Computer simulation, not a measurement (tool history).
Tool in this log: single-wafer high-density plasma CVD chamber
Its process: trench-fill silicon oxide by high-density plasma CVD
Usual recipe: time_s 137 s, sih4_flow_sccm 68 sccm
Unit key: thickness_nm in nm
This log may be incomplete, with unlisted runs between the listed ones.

| run | day | time_s | sih4_flow_sccm | wafers since the last listed run | hours since the silane flow controller was replaced | hours since the gauge calibration | read-back reference wafer on the same gauge, thickness_nm | thickness_nm |
|---|---|---|---|---|---|---|---|---|
| 1 | 0 | 137 | 58 | 0 | 3102.8 | 399 | 922.084 | 757.229 |
| 2 | 2.138 | 137 | 58 | 501 | 3154.1 | 450.3 | 922.174 | 757.774 |
| 3 | 4.558 | 137 | 68 | 567 | 3212.2 | 508.4 | 921.889 | 885.133 |
| 4 | 6.742 | 137 | 68 | 511 | 3264.6 | 560.8 | 922.394 | 882.866 |
| 5 | 9.192 | 137 | 64 | 574 | 3323.4 | 619.6 | 921.176 | 835.285 |
| 6 | 11.117 | 137 | 68 | 451 | 3369.6 | 665.8 | 921.574 | 884.481 |
| 7 | 12.358 | 137 | 68 | 291 | 3399.4 | 695.6 | 922.319 | 885.209 |
|  | 12.412 | gauge calibrated |
| 8 | 13.854 | 137 | 68 | 350 | 3435.3 | 34.6 | 921.9 | 881.493 |
| 9 | 15.962 | 137 | 68 | 494 | 3485.9 | 85.2 | 922.061 | 885.29 |
| 10 | 18.358 | 137 | 68 | 561 | 3543.4 | 142.7 | 922.597 | 883.526 |
| 11 | 19.479 | 137 | 78 | 262 | 3570.3 | 169.6 | 922.158 | 1007.749 |
|  | 21.054 | silane flow controller replaced |
| 12 | 21.075 | 137 | 61 | 296 | 0.5 | 207.9 | 921.473 | 761.42 |
| 13 | 22.254 | 113 | 68 | 276 | 28.8 | 236.2 | 921.337 | 694.942 |
| 14 | 23.5 | 137 | 68 | 292 | 58.7 | 266.1 | 922.434 | 843.511 |
| 15 | 25.892 | 163 | 61 | 560 | 116.1 | 323.5 | 922.177 | 909.673 |
| 16 | 27.383 | 137 | 68 | 349 | 151.9 | 359.3 | 921.166 | 848.166 |
| 17 | 30.004 | 151 | 68 | 614 | 214.8 | 422.2 | 922.443 | 935.643 |

Branching from run 17: 4 alternative next runs. What would each branch give?
| A | 30.021 | 137 | 77 | 3 | 215.2 | 422.6 | ? | ? |
| B | 30.021 | 151 | 64 | 3 | 215.2 | 422.6 | ? | ? |
| C | 30.021 | 124 | 72 | 3 | 215.2 | 422.6 | ? | ? |
| D | 30.021 | 129 | 57 | 3 | 215.2 | 422.6 | ? | ? |

| run | read-back reference wafer on the same gauge, thickness_nm | thickness_nm |
|---|---|---|
| A | 921.989 | 956.143 |
| B | 921.989 | 884.048 |
| C | 921.989 | 811.783 |
| D | 921.989 | 677.135 |
Had the tool no hidden state, the same runs would have come out as:
| run | thickness_nm |
|---|---|
| A | 943.26 |
| B | 872.136 |
| C | 800.845 |
| D | 668.011 |
